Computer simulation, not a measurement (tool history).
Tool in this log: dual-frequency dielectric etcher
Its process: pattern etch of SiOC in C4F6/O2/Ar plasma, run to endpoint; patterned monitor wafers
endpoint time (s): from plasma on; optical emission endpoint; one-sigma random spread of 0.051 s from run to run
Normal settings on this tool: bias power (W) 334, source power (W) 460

run	hour	bias power (W)	source power (W)	incoming incoming film thickness, nm	endpoint time (s)
1	0.0	334	460	32.31	12.8
2	72.3	334	460	32.26	12.9
3	159.2	334	460	32.09	12.9
4	226.3	334	460	32.08	12.9
5	292.5	334	460	32.13	13.0
# hour 353.7: wet clean of the chamber
6	370.7	334	460	31.66	12.4
7	407.8	334	460	32.19	12.6
8	716.4	334	460	32.20	12.9
9	756.2	334	510	32.19	12.2
# hour 828.3: source power generator calibrated
10	840.9	334	510	32.20	12.3
# hour 883.9: wet clean of the chamber
11	884.4	334	510	32.20	11.8
12	966.3	370	360	31.93	14.2
# hour 1026.2: upper electrode replaced
13	1039.1	370	360	32.15	14.3
14	1097.1	334	460	32.05	12.7
15	1139.1	334	460	31.82	12.7
16	1194.4	334	460	32.20	12.8
17	1264.4	334	460	32.28	13.0
18	1324.0	272	500	31.91	13.3
19	1365.7	394	490	32.19	11.8
# hour 1446.7: wet clean of the chamber
20	1448.0	334	570	31.98	11.0
21	1509.5	360	390	31.95	13.4
22	1570.1	334	460	32.03	12.7
23	1676.9	372	400	32.18	13.5
24	1723.4	363	460	32.42	12.5
25	1766.0	410	460	32.23	12.0
26	1835.4	334	560	31.96	11.4
# hour 1854.8: bias power generator calibrated
# hour 1989.6: wet clean of the chamber
27	2037.6	282	530	32.03	12.4
28	2111.7	283	420	31.85	14.1
29	2190.1	283	570	31.94	11.9
30	2266.8	275	520	32.16	12.8
31	2354.7	334	460	31.97	12.9
32	2423.6	297	360	32.19	15.9
# hour 2502.7: wet clean of the chamber
33	2521.2	334	360	32.12	14.7
34	2588.5	286	570	31.94	11.7
35	2652.7	303	570	31.86	11.5
36	2697.9	283	570	31.94	11.9

Run-by-run hidden state of the tool:
bias power that arrives over what is set, %: 0, the same for each run
source power that arrives over what is set, %: 0, the same for each run
H1: etch rate over this chamber's usual, %
run	H1
1	-1.12
2	-1.64
3	-2.27
4	-2.76
5	-3.24
6	0.0854
7	-0.183
8	-2.42
9	-2.71
10	-3.32
11	0.255
12	-0.338
13	-0.866
14	-1.29
15	-1.59
16	-1.99
17	-2.5
18	-2.93
19	-3.23
20	0.304
21	-0.141
22	-0.581
23	-1.35
24	-1.69
25	-2
26	-2.5
27	-0.409
28	-0.946
29	-1.51
30	-2.07
31	-2.71
32	-3.21
33	0.0581
34	-0.43
35	-0.895
36	-1.22
